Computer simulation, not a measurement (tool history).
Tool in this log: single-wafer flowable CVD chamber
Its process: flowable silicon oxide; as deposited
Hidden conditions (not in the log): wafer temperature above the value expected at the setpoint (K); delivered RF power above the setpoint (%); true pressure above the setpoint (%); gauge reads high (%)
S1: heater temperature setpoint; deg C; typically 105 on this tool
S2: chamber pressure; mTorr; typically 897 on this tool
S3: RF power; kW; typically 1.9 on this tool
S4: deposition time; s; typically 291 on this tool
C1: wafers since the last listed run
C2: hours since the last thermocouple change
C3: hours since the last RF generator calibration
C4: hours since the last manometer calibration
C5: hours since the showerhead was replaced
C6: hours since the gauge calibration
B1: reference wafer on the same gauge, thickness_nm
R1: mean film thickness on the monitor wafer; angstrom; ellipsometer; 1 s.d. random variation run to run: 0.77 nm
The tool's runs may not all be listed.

{"run": 1, "hour": 0.0, "S1": 105, "S2": 897, "S3": 1.9, "S4": 291, "C1": 0, "C2": 1136, "C3": 1306.1, "C4": 1357.4, "C5": 2912.4, "C6": 329.4, "B1": 169.924, "R1": 1761.26}
{"run": 2, "hour": 34.2, "S1": 105, "S2": 949, "S3": 1.9, "S4": 291, "C1": 225, "C2": 1170.2, "C3": 1340.3, "C4": 1391.6, "C5": 2946.6, "C6": 363.6, "B1": 170.246, "R1": 1878.62}
{"run": 3, "hour": 55.7, "S1": 105, "S2": 897, "S3": 1.9, "S4": 291, "C1": 141, "C2": 1191.7, "C3": 1361.8, "C4": 1413.1, "C5": 2968.1, "C6": 385.1, "B1": 169.995, "R1": 1776.58}
{"run": 4, "hour": 72.2, "S1": 105, "S2": 897, "S3": 1.9, "S4": 291, "C1": 108, "C2": 1208.2, "C3": 1378.3, "C4": 1429.6, "C5": 2984.6, "C6": 401.6, "B1": 170.042, "R1": 1781.87}
{"run": 5, "hour": 89.3, "S1": 105, "S2": 897, "S3": 1.9, "S4": 291, "C1": 112, "C2": 1225.3, "C3": 1395.4, "C4": 1446.7, "C5": 3001.7, "C6": 418.7, "B1": 169.815, "R1": 1770.86}
{"hour": 107.3, "done": "RF generator calibrated"}
{"run": 6, "hour": 118.2, "S1": 105, "S2": 897, "S3": 1.9, "S4": 291, "C1": 137, "C2": 1254.2, "C3": 10.9, "C4": 1475.6, "C5": 3030.6, "C6": 447.6, "B1": 170.017, "R1": 1782.7}
{"run": 7, "hour": 149.2, "S1": 105, "S2": 897, "S3": 2.14, "S4": 291, "C1": 204, "C2": 1285.2, "C3": 41.9, "C4": 1506.6, "C5": 3061.6, "C6": 478.6, "B1": 169.947, "R1": 1842.01}
{"run": 8, "hour": 166.3, "S1": 105, "S2": 897, "S3": 2.14, "S4": 291, "C1": 112, "C2": 1302.3, "C3": 59, "C4": 1523.7, "C5": 3078.7, "C6": 495.7, "B1": 170.287, "R1": 1825.63}
{"run": 9, "hour": 184.1, "S1": 105, "S2": 897, "S3": 1.9, "S4": 245, "C1": 117, "C2": 1320.1, "C3": 76.8, "C4": 1541.5, "C5": 3096.5, "C6": 513.5, "B1": 170.081, "R1": 1514.19}
{"run": 10, "hour": 213.5, "S1": 91, "S2": 1119, "S3": 1.9, "S4": 262, "C1": 193, "C2": 1349.5, "C3": 106.2, "C4": 1570.9, "C5": 3125.9, "C6": 542.9, "B1": 169.857, "R1": 3410.97}
{"run": 11, "hour": 249.3, "S1": 105, "S2": 837, "S3": 1.9, "S4": 291, "C1": 235, "C2": 1385.3, "C3": 142, "C4": 1606.7, "C5": 3161.7, "C6": 578.7, "B1": 169.931, "R1": 1678.61}
{"run": 12, "hour": 285.1, "S1": 105, "S2": 897, "S3": 1.9, "S4": 276, "C1": 235, "C2": 1421.1, "C3": 177.8, "C4": 1642.5, "C5": 3197.5, "C6": 614.5, "B1": 170.132, "R1": 1702.14}
{"run": 13, "hour": 301.9, "S1": 105, "S2": 897, "S3": 2.055, "S4": 291, "C1": 110, "C2": 1437.9, "C3": 194.6, "C4": 1659.3, "C5": 3214.3, "C6": 631.3, "B1": 169.959, "R1": 1832.82}
{"hour": 328.7, "done": "capacitance manometer re-zeroed and calibrated"}
{"run": 14, "hour": 333.5, "S1": 112, "S2": 897, "S3": 1.9, "S4": 291, "C1": 155, "C2": 1469.5, "C3": 226.2, "C4": 4.8, "C5": 3245.9, "C6": 662.9, "B1": 170.119, "R1": 1394.03}
{"run": 15, "hour": 362.5, "S1": 97, "S2": 897, "S3": 1.9, "S4": 319, "C1": 191, "C2": 1498.5, "C3": 255.2, "C4": 33.8, "C5": 3274.9, "C6": 691.9, "B1": 170.132, "R1": 2696.38}
{"hour": 405.3, "done": "gauge calibrated"}
{"run": 16, "hour": 464.7, "S1": 105, "S2": 897, "S3": 1.9, "S4": 291, "C1": 673, "C2": 1600.7, "C3": 357.4, "C4": 136, "C5": 3377.1, "C6": 59.4, "B1": 169.999, "R1": 1815.72}
{"hour": 502.4, "done": "showerhead replaced, of another model than before"}
{"run": 17, "hour": 502.9, "S1": 105, "S2": 897, "S3": 1.9, "S4": 257, "C1": 199, "C2": 1638.9, "C3": 395.6, "C4": 174.2, "C5": 0.5, "C6": 97.6, "B1": 170.032, "R1": 1599.29}
{"run": 18, "hour": 514.9, "S1": 105, "S2": 897, "S3": 2.195, "S4": 276, "C1": 79, "C2": 1650.9, "C3": 407.6, "C4": 186.2, "C5": 12.5, "C6": 109.6, "B1": 169.934, "R1": 1786.3}
{"hour": 543.7, "done": "thermocouple changed; heater temperature recalibrated"}
{"run": 19, "hour": 548.9, "S1": 101, "S2": 1074, "S3": 1.645, "S4": 264, "C1": 171, "C2": 5.2, "C3": 441.6, "C4": 220.2, "C5": 46.5, "C6": 143.6, "B1": 169.891, "R1": 1869.12}
{"run": 20, "hour": 580.0, "S1": 105, "S2": 897, "S3": 1.9, "S4": 237, "C1": 204, "C2": 36.3, "C3": 472.7, "C4": 251.3, "C5": 77.6, "C6": 174.7, "B1": 169.982, "R1": 1366.12}
{"run": 21, "hour": 595.2, "S1": 105, "S2": 897, "S3": 2.07, "S4": 260, "C1": 100, "C2": 51.5, "C3": 487.9, "C4": 266.5, "C5": 92.8, "C6": 189.9, "B1": 170.042, "R1": 1531.38}
{"run": 22, "hour": 608.4, "S1": 105, "S2": 897, "S3": 1.9, "S4": 291, "C1": 87, "C2": 64.7, "C3": 501.1, "C4": 279.7, "C5": 106, "C6": 203.1, "B1": 169.996, "R1": 1692.6}
{"run": 23, "hour": 638.5, "S1": 96, "S2": 1116, "S3": 1.555, "S4": 313, "C1": 198, "C2": 94.8, "C3": 531.2, "C4": 309.8, "C5": 136.1, "C6": 233.2, "B1": 169.964, "R1": 2670.64}

Run 24 has not been measured yet. What should we expect?
{"run": 24, "hour": 673.4, "S1": 95, "S2": 1104, "S3": 2.055, "S4": 241, "C1": 230, "C2": 129.7, "C3": 566.1, "C4": 344.7, "C5": 171, "C6": 268.1, "B1": "?", "R1": "?"}

B1: 169.987
R1: 2406.39 angstrom
With the hidden condition absent and the run-to-run variation left alone, this run would have shown R1 2415.68 angstrom.
